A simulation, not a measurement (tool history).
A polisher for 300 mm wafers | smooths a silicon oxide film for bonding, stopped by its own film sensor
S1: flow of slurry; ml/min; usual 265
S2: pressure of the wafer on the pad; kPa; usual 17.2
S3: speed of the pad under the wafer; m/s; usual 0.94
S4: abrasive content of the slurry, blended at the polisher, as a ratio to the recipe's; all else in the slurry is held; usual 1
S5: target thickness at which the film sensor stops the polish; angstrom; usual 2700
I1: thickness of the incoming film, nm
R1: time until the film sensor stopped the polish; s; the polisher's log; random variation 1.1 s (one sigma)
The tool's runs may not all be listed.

| run | day | S1 | S2 | S3 | S4 | S5 | I1 | R1 |
|---|---|---|---|---|---|---|---|---|
| 1 | 0 | 265 | 17.2 | 0.94 | 1 | 2700 | 349 | 95.9 |
|  | 0.371 | slurry nozzle cleaned |
| 2 | 0.629 | 265 | 17.2 | 0.94 | 1 | 2700 | 351 | 102.6 |
|  | 1.2 | slurry blender recalibrated |
| 3 | 1.35 | 265 | 17.2 | 0.94 | 1 | 2700 | 347.1 | 100.8 |
| 4 | 1.983 | 265 | 17.2 | 0.94 | 1 | 2700 | 343.3 | 95.8 |
| 5 | 2.567 | 265 | 17.2 | 0.94 | 1 | 2700 | 346.3 | 100.6 |
| 6 | 3.625 | 265 | 17.2 | 0.94 | 1 | 2700 | 353.2 | 111.8 |
| 7 | 4.246 | 265 | 17.2 | 0.94 | 1 | 2700 | 350.2 | 107.3 |
|  | 4.579 | worn pad replaced by a new one |
| 8 | 5.079 | 265 | 21.4 | 0.94 | 1 | 2840 | 349.6 | 65.2 |
| 9 | 5.604 | 265 | 17.2 | 0.94 | 1 | 2700 | 352.5 | 105.1 |
| 10 | 6.35 | 290 | 19.3 | 0.86 | 1 | 2910 | 355.1 | 78.6 |
| 11 | 6.896 | 180 | 17.2 | 0.94 | 1.2 | 2700 | 349.3 | 98.2 |
| 12 | 7.321 | 240 | 17.2 | 0.84 | 1 | 2780 | 351.3 | 104 |
| 13 | 8.021 | 265 | 17.2 | 0.64 | 1 | 2700 | 349.9 | 134.5 |
| 14 | 8.421 | 265 | 17.2 | 0.94 | 1 | 2700 | 347.1 | 102.6 |
|  | 9.067 | worn pad replaced by a new one |
| 15 | 9.088 | 265 | 17.2 | 1.08 | 0.8 | 2700 | 353.5 | 103.1 |
| 16 | 9.7 | 340 | 17.2 | 0.82 | 1 | 2970 | 349.9 | 69.1 |
| 17 | 10.217 | 265 | 17.2 | 0.94 | 1 | 2700 | 345.8 | 94.8 |
| 18 | 10.804 | 265 | 22.8 | 1.12 | 0.75 | 2700 | 346.4 | 80.5 |
| 19 | 11.329 | 265 | 17.2 | 0.94 | 1 | 2920 | 352.1 | 78.6 |
|  | 11.471 | head pressure recalibrated |
| 20 | 11.808 | 265 | 17.2 | 0.94 | 1 | 2520 | 342.3 | 119.8 |
| 21 | 12.117 | 265 | 17.2 | 0.62 | 1 | 2700 | 348.1 | 133.7 |

Run 22 comes next. What will it give?
| 22 | 12.629 | 265 | 17.2 | 0.62 | 1 | 2700 | 355.6 | ? |

R1: 145.6 s
Without the tool's hidden state the same run would have given R1 128 s.
